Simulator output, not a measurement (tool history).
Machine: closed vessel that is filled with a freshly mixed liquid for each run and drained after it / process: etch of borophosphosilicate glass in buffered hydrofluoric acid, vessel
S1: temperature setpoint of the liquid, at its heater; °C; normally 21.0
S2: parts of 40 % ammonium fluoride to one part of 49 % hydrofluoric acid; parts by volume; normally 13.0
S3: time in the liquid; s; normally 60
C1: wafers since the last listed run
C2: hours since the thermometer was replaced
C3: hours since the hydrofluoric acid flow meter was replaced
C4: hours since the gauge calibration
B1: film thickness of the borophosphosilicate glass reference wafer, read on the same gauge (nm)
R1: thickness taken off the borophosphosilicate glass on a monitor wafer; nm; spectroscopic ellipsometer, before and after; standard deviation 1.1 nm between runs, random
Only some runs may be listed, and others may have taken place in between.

run 1 hour=0.0 | S1=21.0 S2=13.0 S3=60 | C1=0 C2=1239.2 C3=1593.4 C4=129.9 | B1=139.99 | R1=106.16
run 2 hour=10.8 | S1=21.0 S2=13.0 S3=60 | C1=849 C2=1250.0 C3=1604.2 C4=140.7 | B1=140.03 | R1=107.22
run 3 hour=24.3 | S1=21.0 S2=13.0 S3=60 | C1=1061 C2=1263.5 C3=1617.7 C4=154.2 | B1=139.99 | R1=107.71
run 4 hour=31.7 | S1=21.0 S2=13.0 S3=80 | C1=581 C2=1270.9 C3=1625.1 C4=161.6 | B1=139.99 | R1=142.46
run 5 hour=38.3 | S1=21.0 S2=13.0 S3=80 | C1=519 C2=1277.5 C3=1631.7 C4=168.2 | B1=139.97 | R1=140.70
run 6 hour=54.3 | S1=21.0 S2=13.0 S3=80 | C1=1258 C2=1293.5 C3=1647.7 C4=184.2 | B1=140.02 | R1=141.64
-- hour=56.6 gauge calibrated
run 7 hour=63.5 | S1=21.0 S2=13.0 S3=60 | C1=723 C2=1302.7 C3=1656.9 C4=6.9 | B1=140.00 | R1=105.20
-- hour=73.9 hydrofluoric acid flow meter replaced
run 8 hour=77.3 | S1=17.5 S2=16.0 S3=75 | C1=1006 C2=1316.5 C3=3.4 C4=20.7 | B1=140.00 | R1=89.17
run 9 hour=89.0 | S1=17.5 S2=8.5 S3=85 | C1=920 C2=1328.2 C3=15.1 C4=32.4 | B1=140.00 | R1=180.61
run 10 hour=99.8 | S1=21.0 S2=13.0 S3=60 | C1=849 C2=1339.0 C3=25.9 C4=43.2 | B1=140.01 | R1=106.95
run 11 hour=106.4 | S1=21.0 S2=13.0 S3=60 | C1=519 C2=1345.6 C3=32.5 C4=49.8 | B1=140.01 | R1=105.78
-- hour=113.3 thermometer replaced
run 12 hour=113.8 | S1=21.0 S2=13.0 S3=90 | C1=503 C2=0.5 C3=39.9 C4=57.2 | B1=139.99 | R1=161.74
run 13 hour=120.5 | S1=17.0 S2=10.0 S3=70 | C1=526 C2=7.2 C3=46.6 C4=63.9 | B1=140.01 | R1=130.18
run 14 hour=166.0 | S1=21.0 S2=13.0 S3=60 | C1=3578 C2=52.7 C3=92.1 C4=109.4 | B1=140.04 | R1=107.27
run 15 hour=176.0 | S1=18.0 S2=10.0 S3=70 | C1=786 C2=62.7 C3=102.1 C4=119.4 | B1=139.98 | R1=134.99

Consider 4 possible next runs. They are alternatives, not a sequence: every one starts from the tool as it was left by run 15. What does each give?
run A hour=176.7 | S1=21.0 S2=13.0 S3=75 | C1=55 C2=63.4 C3=102.8 C4=120.1 | B1=? | R1=?
run B hour=176.7 | S1=17.0 S2=13.0 S3=60 | C1=55 C2=63.4 C3=102.8 C4=120.1 | B1=? | R1=?
run C hour=176.7 | S1=19.5 S2=8.0 S3=90 | C1=55 C2=63.4 C3=102.8 C4=120.1 | B1=? | R1=?
run D hour=176.7 | S1=21.0 S2=17.0 S3=60 | C1=55 C2=63.4 C3=102.8 C4=120.1 | B1=? | R1=?

run=A B1=139.99 R1=133.89
run=B B1=139.99 R1=85.71
run=C B1=139.99 R1=233.06
run=D B1=139.99 R1=82.17
The same runs, with their run-to-run variation unchanged, on a tool lacking any hidden condition would have given:
run=A R1=133.89
run=B R1=85.71
run=C R1=233.06
run=D R1=82.17
